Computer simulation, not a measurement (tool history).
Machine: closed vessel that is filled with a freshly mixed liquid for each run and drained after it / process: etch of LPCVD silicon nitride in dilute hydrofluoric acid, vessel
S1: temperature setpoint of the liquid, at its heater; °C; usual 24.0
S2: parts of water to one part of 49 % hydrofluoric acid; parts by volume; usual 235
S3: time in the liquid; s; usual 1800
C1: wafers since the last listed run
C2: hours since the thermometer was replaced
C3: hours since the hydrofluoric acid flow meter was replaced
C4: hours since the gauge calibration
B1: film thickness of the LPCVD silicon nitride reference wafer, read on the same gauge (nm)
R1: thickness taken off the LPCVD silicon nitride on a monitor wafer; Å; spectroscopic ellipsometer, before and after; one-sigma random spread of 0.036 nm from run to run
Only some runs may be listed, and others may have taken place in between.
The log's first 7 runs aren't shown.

run,hour,S1,S2,S3,C1,C2,C3,C4,B1,R1
8,576.2,24.0,235,1800,2964,517.9,1464.5,1352.0,40.013,37.84
9,681.6,24.0,235,1800,3925,623.3,1569.9,1457.4,40.009,38.09
10,753.2,24.0,145,1800,2666,694.9,1641.5,1529.0,40.041,60.53
11,809.0,24.0,235,1440,2077,750.7,1697.3,1584.8,40.012,30.57
12,875.0,24.0,235,1800,2457,816.7,1763.3,1650.8,39.973,38.14
13,958.4,24.0,235,1800,3105,900.1,1846.7,1734.2,40.009,37.72
14,1034.8,24.0,235,1800,2845,976.5,1923.1,1810.6,40.004,38.49
15,1102.4,24.0,300,1800,2517,1044.1,1990.7,1878.2,39.982,29.69
16,1194.2,20.0,325,1075,3418,1135.9,2082.5,1970.0,40.021,13.04
17,1243.4,22.0,235,2745,1832,1185.1,2131.7,2019.2,39.983,51.34
# hour 1295.0: hydrofluoric acid flow meter replaced
18,1351.2,24.0,235,880,3977,1292.9,56.2,2127.0,40.006,18.43
19,1434.9,24.0,235,1800,3116,1376.6,139.9,2210.7,40.008,37.90
20,1539.1,24.0,235,1800,3880,1480.8,244.1,2314.9,40.005,37.82
# hour 1543.4: gauge calibrated
21,1577.9,28.0,310,2315,1444,1519.6,282.9,34.5,40.029,47.25
22,1621.1,24.0,235,1800,1608,1562.8,326.1,77.7,40.011,38.07
23,1694.2,24.0,135,775,2722,1635.9,399.2,150.8,40.002,27.82
24,1772.5,24.0,235,1800,2915,1714.2,477.5,229.1,39.961,38.22
25,1865.4,27.5,315,1800,3459,1807.1,570.4,322.0,40.019,35.39
26,1947.0,28.5,235,905,3038,1888.7,652.0,403.6,39.987,25.22
27,1996.4,24.0,235,1800,1839,1938.1,701.4,453.0,40.018,37.91
28,2075.9,24.0,155,1800,2960,2017.6,780.9,532.5,39.988,57.22
29,2178.0,24.0,275,1800,3802,2119.7,883.0,634.6,39.985,32.46
30,2222.8,24.0,235,1800,1668,2164.5,927.8,679.4,40.004,38.66
# hour 2258.7: thermometer replaced
31,2274.7,20.0,200,1800,1895,16.0,979.7,731.3,39.985,34.84

What does the tool deliver on the next run?
32,2347.5,22.0,340,760,2711,88.8,1052.5,804.1,?,?

B1: 40.014
R1: 9.97 Å
Minus the tool's unlogged condition, the same run would have read R1 9.97 Å.

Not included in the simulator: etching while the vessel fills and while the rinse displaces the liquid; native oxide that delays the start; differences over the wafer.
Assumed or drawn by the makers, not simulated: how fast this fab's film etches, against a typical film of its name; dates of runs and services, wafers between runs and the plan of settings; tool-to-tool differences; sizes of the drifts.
